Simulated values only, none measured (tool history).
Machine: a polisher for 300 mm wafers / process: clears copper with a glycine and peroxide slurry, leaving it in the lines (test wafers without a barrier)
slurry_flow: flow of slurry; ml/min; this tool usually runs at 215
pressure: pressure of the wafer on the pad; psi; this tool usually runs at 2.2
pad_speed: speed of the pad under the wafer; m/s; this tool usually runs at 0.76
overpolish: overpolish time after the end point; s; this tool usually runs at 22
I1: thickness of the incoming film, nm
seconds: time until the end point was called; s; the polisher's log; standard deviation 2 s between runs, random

{"run": 1, "hour": 0.0, "slurry_flow": 215, "pressure": 1.8, "pad_speed": 0.76, "overpolish": 22, "I1": 412.1, "seconds": 163.9}
{"run": 2, "hour": 8.4, "slurry_flow": 215, "pressure": 1.8, "pad_speed": 0.76, "overpolish": 22, "I1": 408.2, "seconds": 167.5}
{"run": 3, "hour": 20.3, "slurry_flow": 215, "pressure": 1.8, "pad_speed": 0.76, "overpolish": 22, "I1": 401.3, "seconds": 162.6}
{"run": 4, "hour": 32.3, "slurry_flow": 215, "pressure": 2, "pad_speed": 0.76, "overpolish": 22, "I1": 399.4, "seconds": 157.7}
{"run": 5, "hour": 43.0, "slurry_flow": 215, "pressure": 2.2, "pad_speed": 0.76, "overpolish": 22, "I1": 412.8, "seconds": 149.5}
{"run": 6, "hour": 64.6, "slurry_flow": 215, "pressure": 2.2, "pad_speed": 0.76, "overpolish": 22, "I1": 403.7, "seconds": 127.8}
{"run": 7, "hour": 71.6, "slurry_flow": 215, "pressure": 2.2, "pad_speed": 0.76, "overpolish": 22, "I1": 407.3, "seconds": 130.4}
{"run": 8, "hour": 84.7, "slurry_flow": 245, "pressure": 2.2, "pad_speed": 0.76, "overpolish": 22, "I1": 403, "seconds": 132.2}
{"run": 9, "hour": 94.4, "slurry_flow": 215, "pressure": 2.2, "pad_speed": 0.76, "overpolish": 22, "I1": 411.5, "seconds": 138.7}
{"run": 10, "hour": 111.5, "slurry_flow": 215, "pressure": 2.2, "pad_speed": 0.76, "overpolish": 22, "I1": 407.5, "seconds": 142}
{"run": 11, "hour": 126.5, "slurry_flow": 215, "pressure": 2.2, "pad_speed": 0.66, "overpolish": 22, "I1": 406.9, "seconds": 157.9}
{"run": 12, "hour": 135.8, "slurry_flow": 215, "pressure": 2.2, "pad_speed": 0.76, "overpolish": 22, "I1": 403.4, "seconds": 146.3}
{"run": 13, "hour": 168.5, "slurry_flow": 175, "pressure": 2.5, "pad_speed": 0.94, "overpolish": 17, "I1": 399.3, "seconds": 115.8}
{"run": 14, "hour": 184.8, "slurry_flow": 275, "pressure": 1.7, "pad_speed": 0.76, "overpolish": 22, "I1": 412, "seconds": 149.4}
{"run": 15, "hour": 193.1, "slurry_flow": 215, "pressure": 2.2, "pad_speed": 0.98, "overpolish": 16, "I1": 401.6, "seconds": 108.7}
{"run": 16, "hour": 203.0, "slurry_flow": 145, "pressure": 1.6, "pad_speed": 0.96, "overpolish": 28, "I1": 399.9, "seconds": 141}
{"run": 17, "hour": 217.3, "slurry_flow": 215, "pressure": 2.7, "pad_speed": 0.68, "overpolish": 22, "I1": 413.9, "seconds": 140.4}
{"run": 18, "hour": 226.4, "slurry_flow": 215, "pressure": 2.2, "pad_speed": 0.66, "overpolish": 22, "I1": 407.7, "seconds": 160.4}
{"run": 19, "hour": 234.6, "slurry_flow": 215, "pressure": 2.6, "pad_speed": 0.76, "overpolish": 22, "I1": 402.3, "seconds": 130.2}
{"run": 20, "hour": 251.9, "slurry_flow": 215, "pressure": 2.2, "pad_speed": 0.76, "overpolish": 22, "I1": 411.9, "seconds": 149.6}
{"run": 21, "hour": 260.0, "slurry_flow": 145, "pressure": 1.5, "pad_speed": 0.58, "overpolish": 31, "I1": 405.2, "seconds": 223.8}
{"run": 22, "hour": 267.4, "slurry_flow": 160, "pressure": 2.2, "pad_speed": 0.76, "overpolish": 22, "I1": 407.4, "seconds": 152}
{"run": 23, "hour": 278.7, "slurry_flow": 215, "pressure": 2.2, "pad_speed": 0.76, "overpolish": 22, "I1": 400, "seconds": 144.2}
{"run": 24, "hour": 287.1, "slurry_flow": 215, "pressure": 2.2, "pad_speed": 0.66, "overpolish": 12, "I1": 406.1, "seconds": 160.4}
{"run": 25, "hour": 298.2, "slurry_flow": 215, "pressure": 2.2, "pad_speed": 0.76, "overpolish": 31, "I1": 405, "seconds": 132.3}

Missing from the log above: 5 entries noted between runs. For each, name the pair of listed runs it sits between and say how the tool's hidden condition differs from the listed run just before to the listed run just after:
In the gap between runs 5 and 6: worn pad replaced by a new one (hour 64.1)
  removal rate lost through wear of the pad, %: 13.8 -> 0.487
  measured result minus the result with no hidden state, seconds: +20.6 -> +0.6 s
In the gap between runs 13 and 14: head pressure recalibrated (hour 177); worn pad replaced by a new one (hour 184.3)
  removal rate lost through wear of the pad, %: 11.9 -> 1.26
  measured result minus the result with no hidden state, seconds: +13.8 -> +1.9 s
In the gap between runs 15 and 16: slurry nozzle cleaned (hour 202.2)
  removal rate lost through wear of the pad, %: 3.49 -> 5.63
  measured result minus the result with no hidden state, seconds: +3.8 -> +8 s
In the gap between runs 24 and 25: worn pad replaced by a new one (hour 293.3)
  removal rate lost through wear of the pad, %: 12.6 -> 2.92
  measured result minus the result with no hidden state, seconds: +20.3 -> +3.9 s
